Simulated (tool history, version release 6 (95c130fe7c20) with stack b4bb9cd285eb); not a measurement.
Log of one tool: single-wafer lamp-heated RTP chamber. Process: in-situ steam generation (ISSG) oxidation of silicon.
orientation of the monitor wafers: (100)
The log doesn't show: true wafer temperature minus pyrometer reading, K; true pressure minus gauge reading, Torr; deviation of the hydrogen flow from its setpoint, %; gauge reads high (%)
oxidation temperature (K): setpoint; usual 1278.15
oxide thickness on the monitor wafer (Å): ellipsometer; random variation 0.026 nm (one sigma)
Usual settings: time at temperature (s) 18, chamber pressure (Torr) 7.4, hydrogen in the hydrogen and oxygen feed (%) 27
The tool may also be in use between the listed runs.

| run | hour | oxidation temperature (K) | time at temperature (s) | chamber pressure (Torr) | hydrogen in the hydrogen and oxygen feed (%) | wafers since the last listed run | wafers since the last pyrometer calibration | hours since the pressure gauge was zeroed | hours since the hydrogen flow controller was replaced | hours since the gauge calibration | read-back reference wafer on the same gauge, thickness | oxide thickness on the monitor wafer (Å) |
|---|---|---|---|---|---|---|---|---|---|---|---|---|
| 1 | 0 | 1278.15 | 18 | 7.4 | 27 | 0 | 724 | 1456.8 | 5076.6 | 2193.4 | 5.594 | 55.53 |
| 2 | 33.9 | 1278.15 | 15 | 7.4 | 27 | 448 | 1173 | 1490.7 | 5110.5 | 2227.3 | 5.59 | 51.16 |
| 3 | 68.7 | 1278.15 | 18 | 7.4 | 27 | 459 | 1632 | 1525.5 | 5145.3 | 2262.1 | 5.591 | 55.69 |
|  | 87.1 | gauge calibrated |
| 4 | 103.5 | 1278.15 | 18 | 7.4 | 27 | 459 | 2092 | 1560.3 | 5180.1 | 16.4 | 5.753 | 56.85 |
| 5 | 162 | 1278.15 | 18 | 7.4 | 27 | 773 | 2865 | 1618.8 | 5238.6 | 74.9 | 5.756 | 57.12 |
|  | 256.9 | pressure gauge zeroed |
| 6 | 362 | 1278.15 | 23 | 7.4 | 27 | 2537 | 5403 | 105.1 | 5438.6 | 274.9 | 5.728 | 64.1 |
| 7 | 389.7 | 1278.15 | 18 | 7.4 | 27 | 366 | 5769 | 132.8 | 5466.3 | 302.6 | 5.729 | 57.49 |
| 8 | 428.4 | 1278.15 | 18 | 7.4 | 27 | 511 | 6280 | 171.5 | 5505 | 341.3 | 5.724 | 57.04 |
| 9 | 478.3 | 1278.15 | 18 | 7.1 | 24 | 659 | 6940 | 221.4 | 5554.9 | 391.2 | 5.725 | 55.45 |
| 10 | 534.5 | 1278.15 | 23 | 7.4 | 22 | 742 | 7683 | 277.6 | 5611.1 | 447.4 | 5.719 | 60.55 |
|  | 547.5 | pyrometer window cleaned and pyrometer calibrated |
| 11 | 581.1 | 1278.15 | 18 | 7.4 | 27 | 510 | 443 | 324.2 | 5657.7 | 494 | 5.715 | 56.78 |
| 12 | 613.8 | 1272.15 | 13 | 7.4 | 27 | 432 | 875 | 356.9 | 5690.4 | 526.7 | 5.711 | 48.2 |
| 13 | 692.8 | 1266.15 | 22 | 6.9 | 31 | 1044 | 1919 | 435.9 | 5769.4 | 605.7 | 5.706 | 61.88 |
| 14 | 741.6 | 1278.15 | 20 | 6.9 | 32 | 644 | 2564 | 484.7 | 5818.2 | 654.5 | 5.703 | 62.87 |
|  | 784.6 | hydrogen flow controller replaced |
| 15 | 785.1 | 1285.15 | 20 | 6.9 | 23 | 469 | 3034 | 528.2 | 0.5 | 698 | 5.697 | 59.03 |
| 16 | 846.4 | 1278.15 | 16 | 7.4 | 27 | 810 | 3844 | 589.5 | 61.8 | 759.3 | 5.7 | 54.31 |
| 17 | 898.5 | 1278.15 | 18 | 7.4 | 27 | 688 | 4532 | 641.6 | 113.9 | 811.4 | 5.691 | 56.24 |
| 18 | 959.5 | 1278.15 | 14 | 7.4 | 32 | 806 | 5338 | 702.6 | 174.9 | 872.4 | 5.69 | 53.59 |
| 19 | 1021.1 | 1271.15 | 18 | 7.4 | 27 | 814 | 6152 | 764.2 | 236.5 | 934 | 5.685 | 55.23 |
| 20 | 1066.3 | 1278.15 | 18 | 7.4 | 27 | 597 | 6750 | 809.4 | 281.7 | 979.2 | 5.685 | 56.48 |
| 21 | 1094 | 1286.15 | 20 | 8.2 | 32 | 366 | 7116 | 837.1 | 309.4 | 1006.9 | 5.681 | 63.97 |
|  | 1122.8 | pyrometer window cleaned and pyrometer calibrated |
| 22 | 1129 | 1278.15 | 18 | 7.4 | 27 | 356 | 82 | 872.1 | 344.4 | 1041.9 | 5.678 | 56.98 |
| 23 | 1170.7 | 1278.15 | 18 | 7.4 | 32 | 551 | 633 | 913.8 | 386.1 | 1083.6 | 5.672 | 59.14 |
| 24 | 1235.1 | 1278.15 | 24 | 7.4 | 27 | 851 | 1484 | 978.2 | 450.5 | 1148 | 5.673 | 64.75 |
| 25 | 1281.8 | 1278.15 | 18 | 7.4 | 27 | 617 | 2101 | 1024.9 | 497.2 | 1194.7 | 5.665 | 56.77 |
| 26 | 1319.2 | 1278.15 | 16 | 8.3 | 27 | 494 | 2596 | 1062.3 | 534.6 | 1232.1 | 5.666 | 53.77 |
| 27 | 1366.8 | 1278.15 | 18 | 6.9 | 22 | 629 | 3225 | 1109.9 | 582.2 | 1279.7 | 5.659 | 53.36 |
| 28 | 1433.9 | 1278.15 | 15 | 7.9 | 27 | 886 | 4112 | 1177 | 649.3 | 1346.8 | 5.65 | 52.13 |
| 29 | 1474.5 | 1278.15 | 22 | 6.9 | 27 | 536 | 4648 | 1217.6 | 689.9 | 1387.4 | 5.654 | 61.25 |
| 30 | 1589.3 | 1278.15 | 18 | 7 | 27 | 1517 | 6165 | 1332.4 | 804.7 | 1502.2 | 5.641 | 56.19 |
| 31 | 1635.3 | 1278.15 | 18 | 7.4 | 27 | 607 | 6773 | 1378.4 | 850.7 | 1548.2 | 5.642 | 55.81 |

Forecast each of these 4 alternatives for the next run:
| A | 1635.8 | 1278.15 | 18 | 7.4 | 27 | 6 | 6780 | 1378.9 | 851.2 | 1548.7 | ? | ? |
| B | 1635.8 | 1261.15 | 22 | 7.4 | 32 | 6 | 6780 | 1378.9 | 851.2 | 1548.7 | ? | ? |
| C | 1635.8 | 1284.15 | 20 | 7.4 | 27 | 6 | 6780 | 1378.9 | 851.2 | 1548.7 | ? | ? |
| D | 1635.8 | 1258.15 | 18 | 8.8 | 27 | 6 | 6780 | 1378.9 | 851.2 | 1548.7 | ? | ? |

| run | read-back reference wafer on the same gauge, thickness | oxide thickness on the monitor wafer (Å) |
|---|---|---|
| A | 5.63 | 56.63 |
| B | 5.63 | 60.65 |
| C | 5.63 | 60.97 |
| D | 5.63 | 51.96 |
Without the tool's hidden state the same runs would have given:
| run | oxide thickness on the monitor wafer (Å) |
|---|---|
| A | 57.74 |
| B | 61.83 |
| C | 62.16 |
| D | 52.98 |

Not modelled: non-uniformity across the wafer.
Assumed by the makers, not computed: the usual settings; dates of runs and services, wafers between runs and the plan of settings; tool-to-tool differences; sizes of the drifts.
